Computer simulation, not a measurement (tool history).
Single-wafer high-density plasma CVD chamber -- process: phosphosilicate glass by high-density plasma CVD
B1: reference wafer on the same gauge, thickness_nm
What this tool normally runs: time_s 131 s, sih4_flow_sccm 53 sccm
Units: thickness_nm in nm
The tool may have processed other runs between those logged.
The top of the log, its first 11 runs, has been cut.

Run 12, hour 247.0: usual settings but time_s 110 s; B1 791.200. Result: thickness_nm 554.001 nm.
Run 13, hour 261.6: usual settings but time_s 110 s; B1 792.016. Result: thickness_nm 558.555 nm.
Run 14, hour 294.9: usual settings; B1 791.037. Result: thickness_nm 668.848 nm.
Run 15, hour 313.1: usual settings; B1 790.977. Result: thickness_nm 656.653 nm.
Run 16, hour 344.2: usual settings but time_s 126 s, sih4_flow_sccm 50 sccm; B1 791.292. Result: thickness_nm 606.315 nm.
Run 17, hour 364.7: usual settings; B1 789.640. Result: thickness_nm 661.250 nm.
Run 18, hour 394.4: usual settings; B1 791.794. Result: thickness_nm 661.219 nm.
At hour 407.1: gauge calibrated.
Run 19, hour 414.5: usual settings; B1 791.547. Result: thickness_nm 660.612 nm.
At hour 441.0: silane flow controller replaced.
Run 20, hour 441.5: usual settings but time_s 150 s, sih4_flow_sccm 59 sccm; B1 790.811. Result: thickness_nm 873.658 nm.
Run 21, hour 468.8: usual settings but time_s 107 s, sih4_flow_sccm 56 sccm; B1 791.347. Result: thickness_nm 596.438 nm.
Run 22, hour 497.3: usual settings; B1 790.117. Result: thickness_nm 687.118 nm.
Run 23, hour 514.9: usual settings; B1 791.979. Result: thickness_nm 689.712 nm.
Run 24, hour 538.9: usual settings but time_s 121 s, sih4_flow_sccm 50 sccm; B1 791.176. Result: thickness_nm 610.580 nm.
Run 25, hour 573.7: usual settings but time_s 139 s, sih4_flow_sccm 59 sccm; B1 790.598. Result: thickness_nm 806.791 nm.

Forecast run 26:
Run 26, hour 600.1: usual settings but sih4_flow_sccm 45 sccm; B1 ?. Result: thickness_nm ?.

Logged for run 26: B1 790.764, thickness_nm 600.125 nm.
Take away the tool's hidden state, keep the run-to-run variation as it was, and the same run would have given thickness_nm 606.814 nm.

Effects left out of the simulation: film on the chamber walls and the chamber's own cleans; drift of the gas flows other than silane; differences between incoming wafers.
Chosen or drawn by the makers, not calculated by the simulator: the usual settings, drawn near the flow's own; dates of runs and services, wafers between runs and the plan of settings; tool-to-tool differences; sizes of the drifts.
